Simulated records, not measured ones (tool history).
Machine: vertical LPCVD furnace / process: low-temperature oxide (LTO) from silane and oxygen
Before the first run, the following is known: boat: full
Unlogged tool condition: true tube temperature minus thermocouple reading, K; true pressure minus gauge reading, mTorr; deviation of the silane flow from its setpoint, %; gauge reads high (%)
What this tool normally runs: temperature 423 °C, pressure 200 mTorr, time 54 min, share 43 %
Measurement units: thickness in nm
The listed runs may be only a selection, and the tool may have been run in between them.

run	hour	temperature	pressure	time	share	wafers since the last listed run	hours since the last temperature calibration	hours since the pressure gauge was zeroed	hours since the silane flow controller was replaced	hours since the gauge calibration	read-back reference wafer on the same gauge, thickness	thickness
1	0	423	215	54	43	0	3979.1	3144.8	6354.7	100.6	766.63	692.16
2	11.2	423	215	54	43	202	3990.3	3156	6365.9	111.8	766.54	699.74
3	25	423	200	54	43	249	4004.1	3169.8	6379.7	125.6	765.58	641.07
4	39.8	423	200	54	43	267	4018.9	3184.6	6394.5	140.4	765.9	647.21
# hour 40.7: gauge calibrated
5	52.1	423	200	54	43	222	4031.2	3196.9	6406.8	11.4	766.62	637.96
6	68.8	423	200	54	43	302	4047.9	3213.6	6423.5	28.1	766.74	640.89
7	78.2	431	200	54	43	170	4057.3	3223	6432.9	37.5	765.47	697.21
# hour 104.3: thermocouples replaced and temperature profile calibrated
# hour 104.7: silane flow controller replaced
8	105.2	423	200	37	43	46	0.9	3250	0.5	64.5	767.37	441.1
9	109.9	423	200	54	43	85	5.6	3254.7	5.2	69.2	765.39	649.65
10	123.1	423	170	54	48	238	18.8	3267.9	18.4	82.4	766.02	606.16
11	133.2	423	245	54	43	182	28.9	3278	28.5	92.5	766.5	792.37
12	145.3	423	200	32.5	38	218	41	3290.1	40.6	104.6	767.58	337.12
13	155.8	428	200	54	43	189	51.5	3300.6	51.1	115.1	767.18	674.37
# hour 184.3: gauge calibrated
# hour 184.9: pressure gauge zeroed
14	185.4	413	165	40.5	48	101	81.1	0.5	80.7	1.1	765.21	400.49
15	190.1	423	170	54	48	85	85.8	5.2	85.4	5.8	767.86	605.36
16	194.8	423	200	54	43	85	90.5	9.9	90.1	10.5	767.92	649.99
17	208	423	200	54	43	238	103.7	23.1	103.3	23.7	766.39	642.76
18	225.5	423	200	54	43	316	121.2	40.6	120.8	41.2	766.02	641.9
19	241.8	429	200	54	43	294	137.5	56.9	137.1	57.5	768.97	684.75

Below are 3 alternative next runs, each starting from the tool's condition after run 19. Predict each:
A	246.6	423	200	54	43	86	142.3	61.7	141.9	62.3	?	?
B	246.6	426	200	62	43	86	142.3	61.7	141.9	62.3	?	?
C	246.6	423	200	73	43	86	142.3	61.7	141.9	62.3	?	?

run	read-back reference wafer on the same gauge, thickness	thickness
A	769.28	645.61
B	769.28	763.35
C	769.28	872.78
Had the tool no hidden state, the same runs would have come out as:
run	thickness
A	645.61
B	763.35
C	872.78
